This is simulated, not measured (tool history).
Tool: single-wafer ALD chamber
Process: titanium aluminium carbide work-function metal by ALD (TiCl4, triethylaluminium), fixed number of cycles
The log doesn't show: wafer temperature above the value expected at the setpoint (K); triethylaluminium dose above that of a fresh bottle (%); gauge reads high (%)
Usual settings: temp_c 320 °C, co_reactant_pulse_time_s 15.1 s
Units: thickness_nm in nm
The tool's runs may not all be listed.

run	hour	temp_c	co_reactant_pulse_time_s	wafers since the last listed run	hours since the last thermocouple change	hours since the last triethylaluminium bottle change	hours since the showerhead was replaced	hours since the gauge calibration	read-back reference wafer on the same gauge, thickness_nm	thickness_nm
1	0	320	17.66	0	1575.9	283.2	6754.1	1093.3	2.54	2.329
2	28.7	320	15.1	385	1604.6	311.9	6782.8	1122	2.537	2.313
3	55.8	309	12.83	363	1631.7	339	6809.9	1149.1	2.54	2.19
4	83.2	320	15.1	367	1659.1	366.4	6837.3	1176.5	2.541	2.301
5	108	320	15.1	333	1683.9	391.2	6862.1	1201.3	2.54	2.304
6	138.4	320	15.1	408	1714.3	421.6	6892.5	1231.7	2.543	2.309
7	156.3	320	15.1	240	1732.2	439.5	6910.4	1249.6	2.539	2.296
# hour 157: gauge calibrated
# hour 165.2: showerhead replaced
8	174.4	320	12.72	135	1750.3	457.6	9.2	17.4	2.539	2.282
9	193	320	12.72	249	1768.9	476.2	27.8	36	2.539	2.273
10	219.2	320	15.1	351	1795.1	502.4	54	62.2	2.542	2.305
11	240.6	320	15.1	287	1816.5	523.8	75.4	83.6	2.539	2.308
12	257.6	320	15.1	228	1833.5	540.8	92.4	100.6	2.541	2.303
13	271.5	320	18.44	186	1847.4	554.7	106.3	114.5	2.542	2.311
14	285.9	311	21.01	193	1861.8	569.1	120.7	128.9	2.54	2.238
15	319.6	314	21.06	452	1895.5	602.8	154.4	162.6	2.541	2.264
16	343.8	320	15.1	324	1919.7	627	178.6	186.8	2.54	2.291
17	426.7	320	15.1	1113	2002.6	709.9	261.5	269.7	2.54	2.287
# hour 466.6: thermocouple changed; heater temperature recalibrated
18	467.1	310	19.14	435	0.5	750.3	301.9	310.1	2.54	2.269
19	491.1	320	15.1	322	24.5	774.3	325.9	334.1	2.541	2.335
20	511.7	324	12.4	276	45.1	794.9	346.5	354.7	2.54	2.308
21	528.6	320	19.28	226	62	811.8	363.4	371.6	2.539	2.36
22	603.3	307	10.86	1003	136.7	886.5	438.1	446.3	2.541	2.082
# hour 622: triethylaluminium bottle replaced
23	622.5	324	20.13	150	155.9	0.5	457.3	465.5	2.539	2.395
24	633.2	320	15.1	143	166.6	11.2	468	476.2	2.543	2.367
25	665.1	320	17.66	428	198.5	43.1	499.9	508.1	2.541	2.359
26	678	320	15.1	173	211.4	56	512.8	521	2.54	2.356
27	708	320	15.1	402	241.4	86	542.8	551	2.541	2.359
28	724.5	309	10.64	221	257.9	102.5	559.3	567.5	2.539	2.188
29	741.6	308	12.2	229	275	119.6	576.4	584.6	2.54	2.214
30	770.2	327	10.23	384	303.6	148.2	605	613.2	2.539	2.327
31	797.9	327	18.33	371	331.3	175.9	632.7	640.9	2.54	2.426
32	833.6	330	18.64	479	367	211.6	668.4	676.6	2.54	2.456
33	863.5	334	9.98	401	396.9	241.5	698.3	706.5	2.541	2.383

Forecast each of these 4 alternatives for the next run:
A	863.9	315	15.1	5	397.3	241.9	698.7	706.9	?	?
B	863.9	325	20.48	5	397.3	241.9	698.7	706.9	?	?
C	863.9	332	12.64	5	397.3	241.9	698.7	706.9	?	?
D	863.9	325	15.1	5	397.3	241.9	698.7	706.9	?	?

run	read-back reference wafer on the same gauge, thickness_nm	thickness_nm
A	2.54	2.311
B	2.54	2.417
C	2.54	2.44
D	2.54	2.402
Without the tool's hidden state the same runs would have given:
run	thickness_nm
A	2.318
B	2.421
C	2.451
D	2.409
